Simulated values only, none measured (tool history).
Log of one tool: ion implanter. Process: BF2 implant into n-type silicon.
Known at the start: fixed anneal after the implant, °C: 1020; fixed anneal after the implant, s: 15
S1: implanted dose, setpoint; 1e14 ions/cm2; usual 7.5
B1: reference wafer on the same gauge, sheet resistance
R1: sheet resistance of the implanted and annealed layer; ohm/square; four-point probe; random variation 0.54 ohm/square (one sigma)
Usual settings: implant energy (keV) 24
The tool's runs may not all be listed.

Run 1, hour 0: usual settings; B1 177.88. Result: R1 197.33 ohm/square.
Run 2, hour 20.3: usual settings; B1 177.95. Result: R1 196.61 ohm/square.
Run 3, hour 48.4: usual settings; B1 178.09. Result: R1 197.05 ohm/square.
Run 4, hour 63.9: usual settings but S1 8.71 1e14 ions/cm2; B1 177.95. Result: R1 182.04 ohm/square.
Run 5, hour 92.9: usual settings; B1 178.04. Result: R1 198.09 ohm/square.
Run 6, hour 112: usual settings; B1 178.01. Result: R1 198.35 ohm/square.
Run 7, hour 142.7: usual settings; B1 177.95. Result: R1 199.09 ohm/square.
Run 8, hour 159.8: usual settings; B1 178.09. Result: R1 197.73 ohm/square.
Run 9, hour 181.3: usual settings; B1 177.96. Result: R1 198.46 ohm/square.
At hour 201: extraction supply calibrated.
Run 10, hour 209.5: usual settings; B1 177.99. Result: R1 197.86 ohm/square.
Run 11, hour 229.1: usual settings but implant energy (keV) 29; B1 178. Result: R1 188.94 ohm/square.
Run 12, hour 303.2: usual settings; B1 177.98. Result: R1 199.46 ohm/square.
At hour 325.2: Faraday cup replaced and dose calibrated.
Run 13, hour 335.7: usual settings; B1 178.05. Result: R1 196.08 ohm/square.
Run 14, hour 349.4: usual settings; B1 177.96. Result: R1 194.91 ohm/square.
At hour 359: gauge calibrated.
Run 15, hour 376.4: usual settings but S1 6.78 1e14 ions/cm2, implant energy (keV) 19; B1 178.03. Result: R1 221.83 ohm/square.
Run 16, hour 401.7: usual settings but S1 6.89 1e14 ions/cm2, implant energy (keV) 28.5; B1 177.98. Result: R1 196.53 ohm/square.
Run 17, hour 431.3: usual settings but S1 8.54 1e14 ions/cm2, implant energy (keV) 29; B1 178.01. Result: R1 171.52 ohm/square.
Run 18, hour 463.2: usual settings but S1 8.55 1e14 ions/cm2, implant energy (keV) 21; B1 177.88. Result: R1 191.16 ohm/square.
Run 19, hour 492.5: usual settings but implant energy (keV) 30; B1 178.07. Result: R1 183.5 ohm/square.
Run 20, hour 520.2: usual settings but S1 9.54 1e14 ions/cm2, implant energy (keV) 28.5; B1 177.99. Result: R1 161.67 ohm/square.

Some steps in R1 between neighbouring runs. How much of each would the tool show without its hidden state too (settings, what came in, random variation), and how much is left for the hidden state, with any gauge scatter that isn't in both results?
The hidden state here: deviation of the true dose from the Faraday cup's reading, %; deviation of the true energy from its setpoint, %; gauge reads high (%).
Run 11 -> 12: implant energy (keV) 29 -> 24. R1 +10.52 ohm/square: hidden state +0.63, all else +9.89.
Run 12 -> 13: Faraday cup replaced and dose calibrated. R1 -3.38 ohm/square: hidden state -3.64, all else +0.26.
Run 14 -> 15: S1 7.5 -> 6.78, implant energy (keV) 24 -> 19, gauge calibrated. R1 +26.92 ohm/square: hidden state -0.04, all else +26.96.
Run 15 -> 16: S1 6.78 -> 6.89, implant energy (keV) 19 -> 28.5. R1 -25.3 ohm/square: hidden state -0.02, all else -25.28.

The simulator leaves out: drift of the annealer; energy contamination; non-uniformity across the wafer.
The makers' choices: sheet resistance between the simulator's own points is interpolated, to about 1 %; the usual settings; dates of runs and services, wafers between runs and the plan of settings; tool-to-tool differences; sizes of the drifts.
